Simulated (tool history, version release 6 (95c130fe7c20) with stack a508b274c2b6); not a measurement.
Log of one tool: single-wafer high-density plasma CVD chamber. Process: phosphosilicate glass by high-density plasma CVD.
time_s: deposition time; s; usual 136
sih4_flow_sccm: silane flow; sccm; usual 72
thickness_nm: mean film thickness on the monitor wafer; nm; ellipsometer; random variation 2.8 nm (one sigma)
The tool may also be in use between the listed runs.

run,day,time_s,sih4_flow_sccm,wafers since the last listed run,hours since the silane flow controller was replaced,hours since the gauge calibration,"read-back reference wafer on the same gauge, thickness_nm",thickness_nm
1,0.000,121,77,0,4567.9,73.3,1041.038,943.699
2,0.971,136,72,297,4591.2,96.6,1040.358,997.879
3,2.267,136,72,396,4622.3,127.7,1040.608,995.099
4,2.804,136,72,164,4635.2,140.6,1039.834,998.211
5,3.825,136,65,312,4659.7,165.1,1040.089,912.503
6,8.321,136,65,1375,4767.6,273.0,1040.564,905.230
7,9.342,128,81,312,4792.1,297.5,1039.513,1033.333
8,10.138,128,81,243,4811.2,316.6,1039.303,1038.889
9,11.125,136,72,302,4834.9,340.3,1039.077,992.359
10,12.233,136,72,339,4861.5,366.9,1039.896,992.594
11,13.117,136,72,270,4882.7,388.1,1040.629,987.215
12,13.817,136,72,214,4899.5,404.9,1040.030,990.603
13,14.533,136,72,219,4916.7,422.1,1039.823,990.303
14,15.250,136,61,219,4933.9,439.3,1040.146,859.756
15,16.554,136,72,399,4965.2,470.6,1040.094,988.480
# day 19.538: silane flow controller replaced
16,19.558,136,72,817,0.5,542.7,1040.005,1053.287
17,20.983,136,72,436,34.7,576.9,1039.521,1052.734
18,21.912,136,72,284,57.0,599.2,1039.398,1056.262
19,22.988,148,61,328,82.8,625.0,1040.503,996.823
20,24.388,148,61,428,116.4,658.6,1039.959,993.996
21,25.467,136,72,330,142.3,684.5,1040.349,1058.608
22,26.638,136,72,358,170.4,712.6,1040.140,1053.587
23,27.875,143,79,378,200.1,742.3,1040.367,1203.977
24,28.954,136,72,330,226.0,768.2,1039.400,1053.761
25,30.129,113,84,359,254.2,796.4,1039.553,999.559
26,31.500,157,58,419,287.1,829.3,1039.561,1008.045
27,32.046,143,59,167,300.2,842.4,1038.948,936.953
# day 32.262: gauge calibrated
28,32.892,143,64,258,320.5,15.1,1039.704,996.617
29,34.383,154,76,456,356.3,50.9,1039.842,1247.406
30,35.004,162,58,189,371.2,65.8,1040.412,1043.829
31,35.533,123,67,161,383.9,78.5,1040.133,896.930
32,39.338,120,66,1164,475.2,169.8,1040.133,862.529
33,39.962,121,60,191,490.2,184.8,1039.167,799.014
34,41.188,121,60,374,519.6,214.2,1041.024,801.638
35,42.479,136,72,395,550.6,245.2,1040.524,1052.714
36,43.662,161,82,362,579.0,273.6,1040.281,1394.930
37,44.329,136,72,204,595.0,289.6,1040.147,1052.065
38,44.850,136,81,159,607.5,302.1,1039.676,1169.911
39,45.921,136,72,327,633.2,327.8,1041.118,1055.740
40,46.529,155,62,186,647.8,342.4,1039.773,1053.689
41,47.225,136,72,212,664.5,359.1,1040.070,1055.993
42,48.292,144,76,326,690.1,384.7,1040.112,1166.074
43,49.079,136,72,240,709.0,403.6,1040.054,1050.970

Forecast each of these 3 alternatives for the next run:
A,49.096,161,72,5,709.4,404.0,?,?
B,49.096,111,63,5,709.4,404.0,?,?
C,49.096,144,78,5,709.4,404.0,?,?

run,"read-back reference wafer on the same gauge, thickness_nm",thickness_nm
A,1040.712,1247.893
B,1040.712,766.760
C,1040.712,1197.070
Without the tool's hidden state the same runs would have given:
run,thickness_nm
A,1246.159
B,765.694
C,1195.406

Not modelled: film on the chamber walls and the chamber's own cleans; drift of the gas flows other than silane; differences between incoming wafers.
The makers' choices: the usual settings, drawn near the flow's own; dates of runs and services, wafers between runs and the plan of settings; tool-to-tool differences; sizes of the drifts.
